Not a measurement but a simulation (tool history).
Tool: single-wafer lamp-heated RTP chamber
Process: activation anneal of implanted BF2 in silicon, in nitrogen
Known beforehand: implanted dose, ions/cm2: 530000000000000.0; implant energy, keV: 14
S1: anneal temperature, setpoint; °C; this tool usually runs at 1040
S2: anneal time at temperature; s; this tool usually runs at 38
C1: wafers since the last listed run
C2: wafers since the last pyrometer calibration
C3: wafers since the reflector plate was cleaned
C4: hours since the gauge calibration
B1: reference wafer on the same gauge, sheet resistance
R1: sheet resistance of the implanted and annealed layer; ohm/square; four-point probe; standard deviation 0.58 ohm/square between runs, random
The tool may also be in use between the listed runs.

| run | hour | S1 | S2 | C1 | C2 | C3 | C4 | B1 | R1 |
|---|---|---|---|---|---|---|---|---|---|
| 1 | 0.0 | 1040 | 38 | 0 | 3836 | 5089 | 181.5 | 266.93 | 231.57 |
|  | 14.6 | pyrometer window cleaned and pyrometer calibrated |
| 2 | 24.4 | 1027 | 38 | 281 | 168 | 5370 | 205.9 | 267.30 | 244.82 |
| 3 | 82.5 | 1040 | 21 | 997 | 1165 | 6368 | 264.0 | 266.93 | 243.98 |
| 4 | 117.8 | 1040 | 21 | 606 | 1772 | 6974 | 299.3 | 266.99 | 243.27 |
| 5 | 165.4 | 1040 | 21 | 817 | 2589 | 7792 | 346.9 | 266.96 | 242.46 |
| 6 | 233.7 | 1040 | 38 | 1173 | 3762 | 8965 | 415.2 | 267.01 | 230.48 |
|  | 255.0 | pyrometer window cleaned and pyrometer calibrated |
| 7 | 271.9 | 1025 | 38 | 518 | 290 | 9484 | 453.4 | 266.81 | 245.62 |
| 8 | 304.9 | 1025 | 38 | 566 | 857 | 10050 | 486.4 | 266.81 | 242.90 |

Estimate the outcome of run 9 from the log above:
| 9 | 359.2 | 1057 | 38 | 932 | 1789 | 10983 | 540.7 | ? | ? |

{"run 9": {"B1": 266.92, "R1": 225.69}}
Without the tool's hidden state the same run would have given R1 227.35 ohm/square.

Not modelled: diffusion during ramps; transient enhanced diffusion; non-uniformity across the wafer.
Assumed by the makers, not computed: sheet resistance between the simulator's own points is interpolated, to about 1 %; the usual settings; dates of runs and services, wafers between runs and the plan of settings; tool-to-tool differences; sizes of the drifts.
